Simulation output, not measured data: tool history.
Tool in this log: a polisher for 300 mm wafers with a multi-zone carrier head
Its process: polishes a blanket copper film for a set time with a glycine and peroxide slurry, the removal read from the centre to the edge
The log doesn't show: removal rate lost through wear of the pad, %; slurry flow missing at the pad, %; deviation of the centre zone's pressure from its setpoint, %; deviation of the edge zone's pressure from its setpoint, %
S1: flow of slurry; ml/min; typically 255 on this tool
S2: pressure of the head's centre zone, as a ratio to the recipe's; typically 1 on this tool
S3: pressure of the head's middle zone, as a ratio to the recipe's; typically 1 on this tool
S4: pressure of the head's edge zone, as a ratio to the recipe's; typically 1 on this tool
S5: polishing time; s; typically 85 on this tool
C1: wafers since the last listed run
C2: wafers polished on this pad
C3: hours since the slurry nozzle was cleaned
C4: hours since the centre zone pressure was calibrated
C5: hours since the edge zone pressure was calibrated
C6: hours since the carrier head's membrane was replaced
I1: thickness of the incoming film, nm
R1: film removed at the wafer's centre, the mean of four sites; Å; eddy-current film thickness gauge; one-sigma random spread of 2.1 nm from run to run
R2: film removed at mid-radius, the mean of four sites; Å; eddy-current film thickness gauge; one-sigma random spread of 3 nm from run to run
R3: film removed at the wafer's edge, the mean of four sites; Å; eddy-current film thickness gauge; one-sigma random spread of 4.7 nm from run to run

{"run": 1, "hour": 0.0, "S1": 255, "S2": 1, "S3": 1, "S4": 1, "S5": 85, "C1": 0, "C2": 324, "C3": 103.9, "C4": 429.9, "C5": 602.1, "C6": 377.3, "I1": 2278.4, "R1": 3366, "R2": 3321, "R3": 3304}
{"run": 2, "hour": 57.9, "S1": 255, "S2": 1, "S3": 1, "S4": 1, "S5": 85, "C1": 368, "C2": 693, "C3": 161.8, "C4": 487.8, "C5": 660, "C6": 435.2, "I1": 2319.6, "R1": 3368, "R2": 3313, "R3": 3358}
{"run": 3, "hour": 123.4, "S1": 255, "S2": 1, "S3": 1, "S4": 1, "S5": 85, "C1": 416, "C2": 1109, "C3": 227.3, "C4": 553.3, "C5": 725.5, "C6": 500.7, "I1": 2287.4, "R1": 3341, "R2": 3284, "R3": 3362}
{"run": 4, "hour": 174.9, "S1": 255, "S2": 1, "S3": 1, "S4": 1, "S5": 85, "C1": 327, "C2": 1437, "C3": 278.8, "C4": 604.8, "C5": 777, "C6": 552.2, "I1": 2325.5, "R1": 3318, "R2": 3253, "R3": 3268}
{"hour": 181.4, "done": "worn pad replaced by a new one"}
{"run": 5, "hour": 225.5, "S1": 255, "S2": 1, "S3": 1, "S4": 1, "S5": 85, "C1": 296, "C2": 280, "C3": 329.4, "C4": 655.4, "C5": 827.6, "C6": 602.8, "I1": 2308.4, "R1": 3328, "R2": 3314, "R3": 3335}
{"run": 6, "hour": 381.1, "S1": 255, "S2": 1, "S3": 1, "S4": 1, "S5": 85, "C1": 989, "C2": 1270, "C3": 485, "C4": 811, "C5": 983.2, "C6": 758.4, "I1": 2314.3, "R1": 3285, "R2": 3233, "R3": 3328}
{"hour": 404.5, "done": "worn pad replaced by a new one"}
{"run": 7, "hour": 417.6, "S1": 255, "S2": 1, "S3": 1, "S4": 1, "S5": 85, "C1": 206, "C2": 83, "C3": 521.5, "C4": 847.5, "C5": 1019.7, "C6": 794.9, "I1": 2302.1, "R1": 3284, "R2": 3282, "R3": 3283}
{"run": 8, "hour": 484.5, "S1": 255, "S2": 1, "S3": 1, "S4": 1, "S5": 85, "C1": 425, "C2": 508, "C3": 588.4, "C4": 914.4, "C5": 1086.6, "C6": 861.8, "I1": 2347.5, "R1": 3254, "R2": 3230, "R3": 3176}
{"run": 9, "hour": 544.4, "S1": 255, "S2": 1, "S3": 1, "S4": 1, "S5": 85, "C1": 380, "C2": 889, "C3": 648.3, "C4": 974.3, "C5": 1146.5, "C6": 921.7, "I1": 2316.7, "R1": 3266, "R2": 3174, "R3": 3287}
{"hour": 549.4, "done": "centre zone pressure recalibrated"}
{"hour": 581.3, "done": "edge zone pressure recalibrated"}
{"hour": 593.5, "done": "worn pad replaced by a new one"}
{"run": 10, "hour": 611.5, "S1": 255, "S2": 1, "S3": 1, "S4": 1, "S5": 85, "C1": 375, "C2": 114, "C3": 715.4, "C4": 62.1, "C5": 30.2, "C6": 988.8, "I1": 2312.7, "R1": 3182, "R2": 3148, "R3": 3223}
{"hour": 632.8, "done": "carrier head's membrane replaced by a new one"}
{"hour": 736.8, "done": "slurry nozzle cleaned"}
{"run": 11, "hour": 749.3, "S1": 305, "S2": 1.05, "S3": 1, "S4": 1, "S5": 85, "C1": 838, "C2": 952, "C3": 12.5, "C4": 199.9, "C5": 168, "C6": 116.5, "I1": 2317.3, "R1": 3619, "R2": 3374, "R3": 3327}
{"hour": 774.9, "done": "worn pad replaced by a new one"}
{"run": 12, "hour": 785.8, "S1": 290, "S2": 1.11, "S3": 1.09, "S4": 1.1, "S5": 85, "C1": 206, "C2": 69, "C3": 49, "C4": 236.4, "C5": 204.5, "C6": 153, "I1": 2294.7, "R1": 3831, "R2": 3586, "R3": 3467}
{"run": 13, "hour": 827.5, "S1": 255, "S2": 1, "S3": 1, "S4": 1.09, "S5": 85, "C1": 265, "C2": 334, "C3": 90.7, "C4": 278.1, "C5": 246.2, "C6": 194.7, "I1": 2328.1, "R1": 3382, "R2": 3325, "R3": 3436}
{"run": 14, "hour": 855.1, "S1": 255, "S2": 0.92, "S3": 1, "S4": 1, "S5": 85, "C1": 175, "C2": 510, "C3": 118.3, "C4": 305.7, "C5": 273.8, "C6": 222.3, "I1": 2325, "R1": 3109, "R2": 3289, "R3": 3362}
{"run": 15, "hour": 911.7, "S1": 255, "S2": 1, "S3": 1, "S4": 1, "S5": 85, "C1": 359, "C2": 870, "C3": 174.9, "C4": 362.3, "C5": 330.4, "C6": 278.9, "I1": 2341.8, "R1": 3394, "R2": 3315, "R3": 3282}
{"run": 16, "hour": 964.6, "S1": 330, "S2": 1, "S3": 0.95, "S4": 1, "S5": 85, "C1": 336, "C2": 1206, "C3": 227.8, "C4": 415.2, "C5": 383.3, "C6": 331.8, "I1": 2324.8, "R1": 3455, "R2": 3288, "R3": 3425}
{"hour": 987.2, "done": "worn pad replaced by a new one"}
{"run": 17, "hour": 989.8, "S1": 255, "S2": 1, "S3": 1, "S4": 1, "S5": 85, "C1": 134, "C2": 16, "C3": 253, "C4": 440.4, "C5": 408.5, "C6": 357, "I1": 2307.7, "R1": 3367, "R2": 3308, "R3": 3198}
{"run": 18, "hour": 1015.9, "S1": 305, "S2": 1, "S3": 1.06, "S4": 1, "S5": 109, "C1": 166, "C2": 182, "C3": 279.1, "C4": 466.5, "C5": 434.6, "C6": 383.1, "I1": 2316, "R1": 4406, "R2": 4480, "R3": 4255}

Forecast each of these 3 alternatives for the next run:
{"run": "A", "hour": 1016.3, "S1": 255, "S2": 1, "S3": 1, "S4": 1, "S5": 85, "C1": 2, "C2": 184, "C3": 279.5, "C4": 466.9, "C5": 435, "C6": 383.5, "I1": 2320.3, "R1": "?", "R2": "?", "R3": "?"}
{"run": "B", "hour": 1016.3, "S1": 255, "S2": 1, "S3": 1, "S4": 1, "S5": 114, "C1": 2, "C2": 184, "C3": 279.5, "C4": 466.9, "C5": 435, "C6": 383.5, "I1": 2320.3, "R1": "?", "R2": "?", "R3": "?"}
{"run": "C", "hour": 1016.3, "S1": 195, "S2": 1.04, "S3": 0.91, "S4": 1, "S5": 85, "C1": 2, "C2": 184, "C3": 279.5, "C4": 466.9, "C5": 435, "C6": 383.5, "I1": 2320.3, "R1": "?", "R2": "?", "R3": "?"}

run=A R1=3395 R2=3304 R3=3302
run=B R1=4553 R2=4431 R3=4429
run=C R1=3370 R2=2985 R3=3205
Without the tool's hidden state the same runs would have given:
run=A R1=3417 R2=3323 R3=3316
run=B R1=4583 R2=4456 R3=4448
run=C R1=3400 R2=3008 R3=3223
